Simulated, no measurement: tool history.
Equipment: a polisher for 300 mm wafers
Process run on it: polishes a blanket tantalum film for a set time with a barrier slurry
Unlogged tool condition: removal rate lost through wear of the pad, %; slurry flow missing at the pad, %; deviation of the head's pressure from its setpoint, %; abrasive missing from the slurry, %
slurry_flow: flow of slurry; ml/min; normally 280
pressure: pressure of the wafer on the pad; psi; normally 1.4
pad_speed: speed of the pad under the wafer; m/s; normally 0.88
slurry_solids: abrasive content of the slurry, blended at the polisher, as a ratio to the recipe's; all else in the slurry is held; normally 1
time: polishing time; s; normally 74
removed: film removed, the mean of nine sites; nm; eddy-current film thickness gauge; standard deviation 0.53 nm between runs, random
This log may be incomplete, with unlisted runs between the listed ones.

run     day  slurry_flow  pressure  pad_speed  slurry_solids  time  wafers since the last listed run  wafers polished on this pad  hours since the slurry nozzle was cleaned  hours since the head pressure was calibrated  hours since the slurry blender was calibrated  incoming thickness of the incoming film, nm  removed
  1       0          280       1.4       0.88              1    74                                 0                          821                                      145.6                                         641.2                                            128                                        233.8     83.9
  2   0.679          280       1.4       0.88              1    74                               170                          991                                      161.9                                         657.5                                          144.3                                        226.5     84.8
  3    1.15          280       1.4       0.88              1    74                               118                         1110                                      173.2                                         668.8                                          155.6                                        234.1     83.5
      1.433  -- worn pad replaced by a new one
  4   1.721          280       1.4       0.88              1    74                               101                           72                                      186.9                                         682.5                                          169.3                                        230.7     83.9
      2.454  -- slurry blender recalibrated
  5   2.475          280       1.4       0.88              1    74                               168                          240                                        205                                         700.6                                            0.5                                        229.7     85.3
      2.704  -- head pressure recalibrated
  6   2.825          280         1       0.88              1    74                                66                          307                                      213.4                                           2.9                                            8.9                                        231.1     63.6
  7   3.425          280         1       0.88              1    74                               150                          458                                      227.8                                          17.3                                           23.3                                        233.6     63.5
  8    4.15          280       1.4       0.88              1    74                               182                          640                                      245.2                                          34.7                                           40.7                                        226.7     88.5
  9   4.412          280       1.4       0.88              1    74                                65                          706                                      251.5                                            41                                             47                                        232.8     88.6
 10   4.812          280       1.4       0.88              1    74                               100                          806                                      261.1                                          50.6                                           56.6                                        230.6     89.1
 11   5.221          280       1.4        0.7              1    50                               102                          909                                      270.9                                          60.4                                           66.4                                        227.2     48.2
      5.883  -- worn pad replaced by a new one
 12   5.904          335       1.4       0.88              1    74                               129                            5                                      287.3                                          76.8                                           82.8                                          229     92.6
      6.338  -- head pressure recalibrated, repeated, since the last time left the tool worse
 13   6.358          185       1.4       0.88              1    74                                93                           98                                      298.2                                           0.5                                           93.7                                        229.5       74
        6.5  -- slurry nozzle cleaned
 14    6.85          375       1.4       0.88              1    74                               112                          211                                        8.4                                          12.3                                          105.5                                          232     80.2
 15   7.188          280       1.4       0.88              1    74                                84                          295                                       16.5                                          20.4                                          113.6                                        234.6     78.4
 16   7.604          280       1.4       0.88              1    74                               104                          400                                       26.5                                          30.4                                          123.6                                        229.2     77.7
 17   8.112          280       1.4       1.18            1.1    63                               127                          528                                       38.7                                          42.6                                          135.8                                        228.9     91.3
 18   8.438          280       1.4        0.7              1    74                                81                          609                                       46.5                                          50.4                                          143.6                                          228     62.5
 19   8.758          250       1.9       0.88           0.75    90                                80                          690                                       54.2                                          58.1                                          151.3                                        226.1    115.5
 20   9.242          280       1.4       1.14              1    74                               121                          811                                       65.8                                          69.7                                          162.9                                        231.8    102.8
 21   9.533          230         1       1.12              1    60                                73                          884                                       72.8                                          76.7                                          169.9                                        226.8     56.4
 22  10.017          280         1       0.88              1    74                               121                         1006                                       84.4                                          88.3                                          181.5                                        232.3     57.1
     10.288  -- worn pad replaced by a new one
     10.308  -- slurry blender recalibrated
 23  10.621          280       1.4       0.88              1    74                               104                           78                                       98.9                                         102.8                                            7.5                                        225.9     79.8
 24    10.9          280       1.6       0.88           1.15    74                                70                          149                                      105.6                                         109.5                                           14.2                                        230.2     94.9
 25  12.496          280       1.4       1.14              1    49                               400                          549                                      143.9                                         147.8                                           52.5                                        231.1       68
 26  12.846          280       1.4       0.88              1    74                                87                          637                                      152.3                                         156.2                                           60.9                                        229.7     80.3
 27  13.525          280       1.4       0.88            1.3    74                               170                          808                                      168.6                                         172.5                                           77.2                                        233.9     85.2
     13.792  -- worn pad replaced by a new one
 28   14.25          305       1.4       0.74            1.1    49                               140                          115                                        186                                         189.9                                           94.6                                        231.8     46.2
 29  14.829          280       1.4       0.88              1    74                               145                          260                                      199.9                                         203.8                                          108.5                                        229.8     80.1

5 options for the next run, each taken on its own from the tool as it stands now. Forecast them:
  A  14.85          280       0.9       0.88              1    74                                 5                          265                                      200.4                                         204.3                                            109                                        229.3        ?
  B  14.85          280       1.7       1.14            0.9    74                                 5                          265                                      200.4                                         204.3                                            109                                        229.3        ?
  C  14.85          280       1.4       1.18            1.3    66                                 5                          265                                      200.4                                         204.3                                            109                                        229.3        ?
  D  14.85          280       1.2       0.88            0.8    74                                 5                          265                                      200.4                                         204.3                                            109                                        229.3        ?
  E  14.85          280       1.4        1.1            0.7    74                                 5                          265                                      200.4                                         204.3                                            109                                        229.3        ?

run  removed
  A     51.5
  B    122.1
  C    102.9
  D     63.9
  E     88.7
With no hidden state in the tool, these same runs would have given:
run  removed
  A     50.2
  B    118.9
  C    100.2
  D     62.3
  E     86.4

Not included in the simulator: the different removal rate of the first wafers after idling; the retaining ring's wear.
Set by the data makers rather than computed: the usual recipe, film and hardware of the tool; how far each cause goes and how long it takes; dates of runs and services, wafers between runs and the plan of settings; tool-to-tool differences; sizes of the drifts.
